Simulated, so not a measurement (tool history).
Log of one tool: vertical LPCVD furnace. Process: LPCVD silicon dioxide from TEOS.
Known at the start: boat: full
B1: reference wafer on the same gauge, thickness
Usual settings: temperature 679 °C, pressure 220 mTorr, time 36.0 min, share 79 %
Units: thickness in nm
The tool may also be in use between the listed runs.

run 1 day=0.000 | temperature=679 pressure=220 time=44.0 share=79 | B1=129.98 | thickness=174.20
run 2 day=0.646 | temperature=679 pressure=220 time=44.0 share=79 | B1=129.98 | thickness=174.36
run 3 day=0.933 | temperature=683 pressure=220 time=36.0 share=72 | B1=130.08 | thickness=149.75
run 4 day=1.183 | temperature=683 pressure=220 time=36.0 share=72 | B1=129.97 | thickness=149.90
run 5 day=1.688 | temperature=679 pressure=220 time=36.0 share=79 | B1=130.07 | thickness=142.45
run 6 day=1.996 | temperature=679 pressure=220 time=36.0 share=79 | B1=130.00 | thickness=142.60
run 7 day=2.629 | temperature=679 pressure=220 time=36.0 share=79 | B1=129.99 | thickness=142.39
run 8 day=3.233 | temperature=679 pressure=220 time=36.0 share=79 | B1=130.05 | thickness=142.47
run 9 day=3.650 | temperature=679 pressure=220 time=36.0 share=79 | B1=130.02 | thickness=142.81
run 10 day=4.200 | temperature=679 pressure=220 time=36.0 share=79 | B1=129.95 | thickness=142.70
run 11 day=4.492 | temperature=679 pressure=220 time=36.0 share=79 | B1=130.02 | thickness=142.58
run 12 day=5.008 | temperature=679 pressure=220 time=36.0 share=79 | B1=130.08 | thickness=142.68
run 13 day=5.696 | temperature=679 pressure=270 time=36.0 share=79 | B1=129.94 | thickness=158.02
run 14 day=6.017 | temperature=684 pressure=205 time=42.0 share=83 | B1=130.03 | thickness=185.60
run 15 day=6.333 | temperature=679 pressure=240 time=36.0 share=79 | B1=129.99 | thickness=149.60
run 16 day=7.017 | temperature=679 pressure=220 time=36.0 share=79 | B1=130.07 | thickness=142.88
run 17 day=7.742 | temperature=679 pressure=165 time=36.0 share=79 | B1=130.05 | thickness=123.50
run 18 day=8.804 | temperature=670 pressure=255 time=36.0 share=79 | B1=129.91 | thickness=123.63
run 19 day=9.092 | temperature=679 pressure=220 time=36.0 share=79 | B1=129.95 | thickness=143.46
-- day=9.762 gauge calibrated
-- day=10.458 thermocouples replaced and temperature profile calibrated
-- day=10.662 TEOS flow controller replaced
-- day=10.883 pressure gauge zeroed
run 20 day=10.904 | temperature=679 pressure=220 time=36.0 share=79 | B1=130.05 | thickness=137.71
run 21 day=11.067 | temperature=679 pressure=245 time=46.0 share=79 | B1=129.99 | thickness=185.98
run 22 day=11.229 | temperature=686 pressure=170 time=42.0 share=72 | B1=130.03 | thickness=159.85
run 23 day=11.392 | temperature=679 pressure=220 time=47.0 share=71 | B1=129.97 | thickness=171.01
run 24 day=11.892 | temperature=679 pressure=220 time=36.0 share=71 | B1=129.89 | thickness=131.15
run 25 day=13.100 | temperature=669 pressure=205 time=36.0 share=79 | B1=129.99 | thickness=104.61
run 26 day=13.425 | temperature=668 pressure=220 time=28.0 share=63 | B1=130.01 | thickness=73.37
run 27 day=13.812 | temperature=679 pressure=185 time=36.0 share=74 | B1=130.04 | thickness=122.87
run 28 day=14.183 | temperature=683 pressure=220 time=36.0 share=72 | B1=129.95 | thickness=145.36
run 29 day=14.688 | temperature=668 pressure=240 time=36.0 share=92 | B1=130.08 | thickness=118.75
run 30 day=15.142 | temperature=679 pressure=170 time=26.5 share=79 | B1=129.92 | thickness=89.74
run 31 day=15.867 | temperature=679 pressure=220 time=36.0 share=79 | B1=130.01 | thickness=138.52

4 ways to go on from here, each from the tool as it stands after run 31. What would each give?
run A day=16.033 | temperature=679 pressure=250 time=36.0 share=79 | B1=? | thickness=?
run B day=16.033 | temperature=679 pressure=260 time=36.0 share=79 | B1=? | thickness=?
run C day=16.033 | temperature=679 pressure=170 time=49.0 share=92 | B1=? | thickness=?
run D day=16.033 | temperature=690 pressure=195 time=36.0 share=79 | B1=? | thickness=?

run=A B1=130.04 thickness=147.61
run=B B1=130.04 thickness=150.54
run=C B1=130.04 thickness=178.80
run=D B1=130.04 thickness=169.75
Without the tool's hidden state the same runs would have given:
run=A thickness=145.43
run=B thickness=148.31
run=C thickness=176.15
run=D thickness=167.30
